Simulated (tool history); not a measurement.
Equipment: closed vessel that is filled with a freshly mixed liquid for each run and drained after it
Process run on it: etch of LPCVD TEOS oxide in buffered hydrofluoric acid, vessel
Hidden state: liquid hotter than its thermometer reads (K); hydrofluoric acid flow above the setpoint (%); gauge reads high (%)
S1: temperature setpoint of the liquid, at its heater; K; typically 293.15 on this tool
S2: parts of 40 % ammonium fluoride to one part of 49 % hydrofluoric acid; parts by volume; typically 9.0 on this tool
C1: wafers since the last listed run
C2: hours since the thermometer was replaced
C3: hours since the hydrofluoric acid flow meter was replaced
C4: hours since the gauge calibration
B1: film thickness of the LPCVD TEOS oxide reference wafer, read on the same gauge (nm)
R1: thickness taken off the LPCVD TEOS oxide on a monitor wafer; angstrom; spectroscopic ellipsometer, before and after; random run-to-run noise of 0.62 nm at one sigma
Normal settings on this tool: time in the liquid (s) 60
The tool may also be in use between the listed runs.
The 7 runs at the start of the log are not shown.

run 8 hour=445.6 | S1=290.15 S2=9.0 time_in_the_liquid_(s)=70 | C1=2326 C2=1755.7 C3=495.7 C4=1687.5 | B1=70.04 | R1=813.2
run 9 hour=562.2 | S1=293.15 S2=9.0 time_in_the_liquid_(s)=60 | C1=7433 C2=1872.3 C3=612.3 C4=1804.1 | B1=69.97 | R1=820.8
-- hour=633.2 thermometer replaced
run 10 hour=633.7 | S1=293.15 S2=9.0 time_in_the_liquid_(s)=60 | C1=4494 C2=0.5 C3=683.8 C4=1875.6 | B1=70.01 | R1=821.3
run 11 hour=659.0 | S1=293.15 S2=9.0 time_in_the_liquid_(s)=60 | C1=1612 C2=25.8 C3=709.1 C4=1900.9 | B1=70.00 | R1=823.3
run 12 hour=729.5 | S1=293.15 S2=9.0 time_in_the_liquid_(s)=60 | C1=4494 C2=96.3 C3=779.6 C4=1971.4 | B1=70.00 | R1=820.9
run 13 hour=757.5 | S1=293.15 S2=9.0 time_in_the_liquid_(s)=60 | C1=1784 C2=124.3 C3=807.6 C4=1999.4 | B1=70.01 | R1=818.5
run 14 hour=786.8 | S1=293.15 S2=9.0 time_in_the_liquid_(s)=60 | C1=1867 C2=153.6 C3=836.9 C4=2028.7 | B1=69.99 | R1=823.1
-- hour=811.9 gauge calibrated
run 15 hour=815.2 | S1=293.15 S2=9.0 time_in_the_liquid_(s)=60 | C1=1810 C2=182.0 C3=865.3 C4=3.3 | B1=70.01 | R1=827.3
run 16 hour=881.7 | S1=293.15 S2=9.0 time_in_the_liquid_(s)=60 | C1=4239 C2=248.5 C3=931.8 C4=69.8 | B1=69.98 | R1=832.2
-- hour=887.0 hydrofluoric acid flow meter replaced
run 17 hour=1029.3 | S1=295.65 S2=12.5 time_in_the_liquid_(s)=30 | C1=9345 C2=396.1 C3=142.3 C4=217.4 | B1=69.98 | R1=360.9
run 18 hour=1079.6 | S1=295.15 S2=11.5 time_in_the_liquid_(s)=35 | C1=3206 C2=446.4 C3=192.6 C4=267.7 | B1=69.97 | R1=440.2
run 19 hour=1148.5 | S1=290.15 S2=9.0 time_in_the_liquid_(s)=70 | C1=4392 C2=515.3 C3=261.5 C4=336.6 | B1=69.99 | R1=809.8
run 20 hour=1196.0 | S1=294.65 S2=9.0 time_in_the_liquid_(s)=95 | C1=3028 C2=562.8 C3=309.0 C4=384.1 | B1=70.00 | R1=1410.0
run 21 hour=1252.6 | S1=298.15 S2=11.0 time_in_the_liquid_(s)=90 | C1=3608 C2=619.4 C3=365.6 C4=440.7 | B1=70.02 | R1=1404.9
run 22 hour=1312.6 | S1=290.15 S2=11.5 time_in_the_liquid_(s)=60 | C1=3824 C2=679.4 C3=425.6 C4=500.7 | B1=69.98 | R1=560.5
run 23 hour=1357.0 | S1=290.15 S2=6.0 time_in_the_liquid_(s)=35 | C1=2830 C2=723.8 C3=470.0 C4=545.1 | B1=70.00 | R1=604.7
run 24 hour=1420.4 | S1=294.65 S2=8.0 time_in_the_liquid_(s)=30 | C1=4041 C2=787.2 C3=533.4 C4=608.5 | B1=70.00 | R1=510.6
run 25 hour=1486.3 | S1=293.15 S2=6.0 time_in_the_liquid_(s)=60 | C1=4200 C2=853.1 C3=599.3 C4=674.4 | B1=70.00 | R1=1237.9

What does the tool deliver on the next run?
run 26 hour=1529.8 | S1=293.15 S2=9.0 time_in_the_liquid_(s)=60 | C1=2773 C2=896.6 C3=642.8 C4=717.9 | B1=? | R1=?

B1: 70.00
R1: 829.1 angstrom
Without the tool's hidden state the same run would have given R1 829.1 angstrom.
